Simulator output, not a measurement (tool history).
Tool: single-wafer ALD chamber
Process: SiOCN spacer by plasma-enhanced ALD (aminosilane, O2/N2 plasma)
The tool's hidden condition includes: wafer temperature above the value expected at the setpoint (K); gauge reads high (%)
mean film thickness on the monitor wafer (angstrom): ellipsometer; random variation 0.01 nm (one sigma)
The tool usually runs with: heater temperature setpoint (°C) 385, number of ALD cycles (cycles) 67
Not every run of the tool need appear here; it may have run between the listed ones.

run,day,heater temperature setpoint (°C),number of ALD cycles (cycles),wafers since the last listed run,hours since the last thermocouple change,hours since the gauge calibration,"read-back reference wafer on the same gauge, thickness_nm",mean film thickness on the monitor wafer (angstrom)
1,0,385,67,0,2600.5,80.5,4.72,41.72
2,0.608,385,67,76,2615.1,95.1,4.719,41.62
3,0.933,385,67,41,2622.9,102.9,4.72,41.43
4,1.204,385,58,34,2629.4,109.4,4.721,36.03
5,1.467,385,58,33,2635.7,115.7,4.719,35.76
6,1.842,385,58,47,2644.7,124.7,4.719,35.84
7,2.575,378,67,92,2662.3,142.3,4.719,41.52
8,3.121,378,67,68,2675.4,155.4,4.719,41.72
9,4.075,385,67,120,2698.3,178.3,4.723,41.62
# day 4.404: gauge calibrated
10,4.546,385,67,59,2709.6,3.4,4.721,41.49
# day 4.912: thermocouple changed; heater temperature recalibrated
11,4.933,382,60,6,0.5,12.7,4.72,37.31
12,5.421,385,67,61,12.2,24.4,4.721,41.57
13,6.104,394,73,86,28.6,40.8,4.722,45.22
14,6.371,378,59,33,35,47.2,4.721,36.46
15,6.933,372,56,71,48.5,60.7,4.723,34.84
16,7.462,385,67,66,61.2,73.4,4.719,41.71
17,7.817,378,54,44,69.7,81.9,4.72,33.38
18,8.079,385,67,33,76,88.2,4.719,41.43
19,8.504,385,67,53,86.2,98.4,4.72,41.41
20,8.971,381,62,58,97.4,109.6,4.721,38.37
21,9.55,391,57,73,111.3,123.5,4.723,35.27
22,9.917,393,79,46,120.1,132.3,4.72,48.88
23,10.25,372,67,42,128.1,140.3,4.721,41.66

Consider 4 possible next runs. They are alternatives, not a sequence: every one starts from the tool as it was left by run 23. What does each give?
A,10.271,385,67,2,128.6,140.8,?,?
B,10.271,371,77,2,128.6,140.8,?,?
C,10.271,376,80,2,128.6,140.8,?,?
D,10.271,377,55,2,128.6,140.8,?,?

run,"read-back reference wafer on the same gauge, thickness_nm",mean film thickness on the monitor wafer (angstrom)
A,4.719,41.44
B,4.719,47.62
C,4.719,49.48
D,4.719,34.01
Take away the tool's hidden state, keep each run's random variation, and the runs would have read:
run,mean film thickness on the monitor wafer (angstrom)
A,41.44
B,47.62
C,49.48
D,34.01
